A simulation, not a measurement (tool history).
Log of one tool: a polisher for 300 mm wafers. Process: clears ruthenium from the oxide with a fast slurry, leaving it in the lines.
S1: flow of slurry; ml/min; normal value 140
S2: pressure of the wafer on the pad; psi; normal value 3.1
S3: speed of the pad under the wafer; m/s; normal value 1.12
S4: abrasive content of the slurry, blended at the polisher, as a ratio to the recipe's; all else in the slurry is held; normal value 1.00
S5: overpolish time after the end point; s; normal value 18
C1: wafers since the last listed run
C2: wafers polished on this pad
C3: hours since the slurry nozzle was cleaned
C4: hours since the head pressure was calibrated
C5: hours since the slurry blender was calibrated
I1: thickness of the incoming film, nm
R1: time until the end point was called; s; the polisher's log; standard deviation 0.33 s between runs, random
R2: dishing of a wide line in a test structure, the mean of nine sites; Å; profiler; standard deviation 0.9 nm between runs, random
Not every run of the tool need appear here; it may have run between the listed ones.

run 1 day=0.000 | S1=140 S2=3.1 S3=1.12 S4=1.00 S5=18 | C1=0 C2=788 C3=269.0 C4=320.7 C5=3.7 | I1=188.0 | R1=38.4 R2=512
-- day=0.679 worn pad replaced by a new one
run 2 day=0.696 | S1=140 S2=3.1 S3=1.12 S4=1.00 S5=18 | C1=132 C2=4 C3=285.7 C4=337.4 C5=20.4 | I1=188.2 | R1=37.7 R2=513
run 3 day=1.300 | S1=140 S2=3.1 S3=1.12 S4=1.00 S5=18 | C1=151 C2=155 C3=300.2 C4=351.9 C5=34.9 | I1=190.9 | R1=37.5 R2=506
run 4 day=1.654 | S1=140 S2=3.1 S3=1.12 S4=1.00 S5=18 | C1=88 C2=244 C3=308.7 C4=360.4 C5=43.4 | I1=193.2 | R1=38.6 R2=533
run 5 day=2.046 | S1=140 S2=3.1 S3=1.12 S4=1.00 S5=18 | C1=98 C2=342 C3=318.1 C4=369.8 C5=52.8 | I1=188.7 | R1=37.7 R2=507
run 6 day=2.788 | S1=140 S2=3.1 S3=1.12 S4=1.00 S5=18 | C1=185 C2=528 C3=335.9 C4=387.6 C5=70.6 | I1=188.5 | R1=38.1 R2=504
run 7 day=3.121 | S1=175 S2=3.1 S3=1.12 S4=1.00 S5=18 | C1=83 C2=611 C3=343.9 C4=395.6 C5=78.6 | I1=186.7 | R1=35.5 R2=533
run 8 day=3.625 | S1=140 S2=3.1 S3=0.82 S4=1.00 S5=18 | C1=126 C2=738 C3=356.0 C4=407.7 C5=90.7 | I1=189.8 | R1=52.6 R2=406
run 9 day=4.171 | S1=140 S2=3.1 S3=0.82 S4=1.00 S5=18 | C1=136 C2=875 C3=369.1 C4=420.8 C5=103.8 | I1=190.6 | R1=53.2 R2=394
-- day=4.900 worn pad replaced by a new one
run 10 day=4.921 | S1=140 S2=3.1 S3=0.82 S4=1.00 S5=18 | C1=146 C2=5 C3=387.1 C4=438.8 C5=121.8 | I1=191.0 | R1=51.3 R2=430
-- day=5.008 slurry nozzle cleaned
run 11 day=5.304 | S1=140 S2=2.5 S3=1.12 S4=1.00 S5=14 | C1=85 C2=90 C3=7.1 C4=448.0 C5=131.0 | I1=189.8 | R1=45.3 R2=383
run 12 day=5.850 | S1=140 S2=3.1 S3=1.12 S4=1.00 S5=18 | C1=136 C2=227 C3=20.2 C4=461.1 C5=144.1 | I1=190.5 | R1=38.2 R2=521
run 13 day=6.100 | S1=140 S2=3.1 S3=1.12 S4=1.00 S5=18 | C1=62 C2=290 C3=26.2 C4=467.1 C5=150.1 | I1=187.6 | R1=37.5 R2=516
run 14 day=6.742 | S1=140 S2=2.0 S3=0.76 S4=1.00 S5=27 | C1=160 C2=451 C3=41.6 C4=482.5 C5=165.5 | I1=191.2 | R1=81.2 R2=409
run 15 day=7.104 | S1=140 S2=3.1 S3=1.48 S4=1.20 S5=7 | C1=90 C2=541 C3=50.3 C4=491.2 C5=174.2 | I1=186.4 | R1=26.0 R2=333
run 16 day=7.579 | S1=140 S2=2.7 S3=0.94 S4=1.00 S5=15 | C1=119 C2=660 C3=61.7 C4=502.6 C5=185.6 | I1=190.8 | R1=51.8 R2=365
run 17 day=7.929 | S1=140 S2=3.1 S3=1.12 S4=1.00 S5=18 | C1=87 C2=748 C3=70.1 C4=511.0 C5=194.0 | I1=192.3 | R1=39.9 R2=508
-- day=8.358 worn pad replaced by a new one
run 18 day=8.450 | S1=140 S2=2.3 S3=1.12 S4=1.00 S5=18 | C1=88 C2=22 C3=82.6 C4=523.5 C5=206.5 | I1=193.0 | R1=48.5 R2=439
-- day=8.633 slurry blender recalibrated
-- day=9.092 head pressure recalibrated
run 19 day=9.183 | S1=100 S2=4.1 S3=1.12 S4=1.00 S5=14 | C1=142 C2=164 C3=100.2 C4=2.2 C5=13.2 | I1=189.5 | R1=31.8 R2=482
run 20 day=9.850 | S1=140 S2=4.0 S3=1.12 S4=1.00 S5=14 | C1=167 C2=331 C3=116.2 C4=18.2 C5=29.2 | I1=188.6 | R1=30.4 R2=515
run 21 day=10.333 | S1=140 S2=3.1 S3=1.12 S4=1.00 S5=18 | C1=121 C2=452 C3=127.8 C4=29.8 C5=40.8 | I1=189.4 | R1=37.7 R2=505
run 22 day=10.883 | S1=140 S2=2.7 S3=0.94 S4=1.00 S5=15 | C1=137 C2=590 C3=141.0 C4=43.0 C5=54.0 | I1=189.0 | R1=51.0 R2=380
run 23 day=11.217 | S1=140 S2=3.1 S3=0.82 S4=1.00 S5=18 | C1=83 C2=674 C3=149.0 C4=51.0 C5=62.0 | I1=190.7 | R1=52.9 R2=419
-- day=12.083 worn pad replaced by a new one
run 24 day=12.367 | S1=140 S2=3.1 S3=0.78 S4=1.00 S5=25 | C1=246 C2=71 C3=176.6 C4=78.6 C5=89.6 | I1=190.8 | R1=54.9 R2=498
run 25 day=12.683 | S1=90 S2=3.1 S3=1.12 S4=1.00 S5=10 | C1=79 C2=150 C3=184.2 C4=86.2 C5=97.2 | I1=190.6 | R1=42.0 R2=313
run 26 day=13.325 | S1=140 S2=3.8 S3=1.46 S4=1.00 S5=18 | C1=160 C2=311 C3=199.6 C4=101.6 C5=112.6 | I1=187.3 | R1=23.9 R2=661
run 27 day=13.575 | S1=190 S2=3.1 S3=1.32 S4=1.00 S5=23 | C1=62 C2=373 C3=205.6 C4=107.6 C5=118.6 | I1=192.8 | R1=31.1 R2=644
run 28 day=14.233 | S1=155 S2=3.1 S3=1.52 S4=0.80 S5=18 | C1=164 C2=538 C3=221.4 C4=123.4 C5=134.4 | I1=191.0 | R1=31.9 R2=580
run 29 day=14.600 | S1=140 S2=3.1 S3=0.82 S4=1.00 S5=18 | C1=91 C2=630 C3=230.2 C4=132.2 C5=143.2 | I1=191.6 | R1=53.1 R2=416

Forecast each of these 3 alternatives for the next run:
run A day=14.617 | S1=140 S2=3.1 S3=1.12 S4=1.00 S5=18 | C1=4 C2=635 C3=230.6 C4=132.6 C5=143.6 | I1=189.6 | R1=? R2=?
run B day=14.617 | S1=110 S2=3.1 S3=1.46 S4=0.75 S5=12 | C1=4 C2=635 C3=230.6 C4=132.6 C5=143.6 | I1=189.6 | R1=? R2=?
run C day=14.617 | S1=140 S2=3.7 S3=1.42 S4=1.00 S5=18 | C1=4 C2=635 C3=230.6 C4=132.6 C5=143.6 | I1=189.6 | R1=? R2=?

run=A R1=38.6 R2=509
run=B R1=36.0 R2=407
run=C R1=26.2 R2=629
With no hidden state in the tool, these same runs would have given:
run=A R1=37.4 R2=518
run=B R1=34.9 R2=416
run=C R1=25.3 R2=639
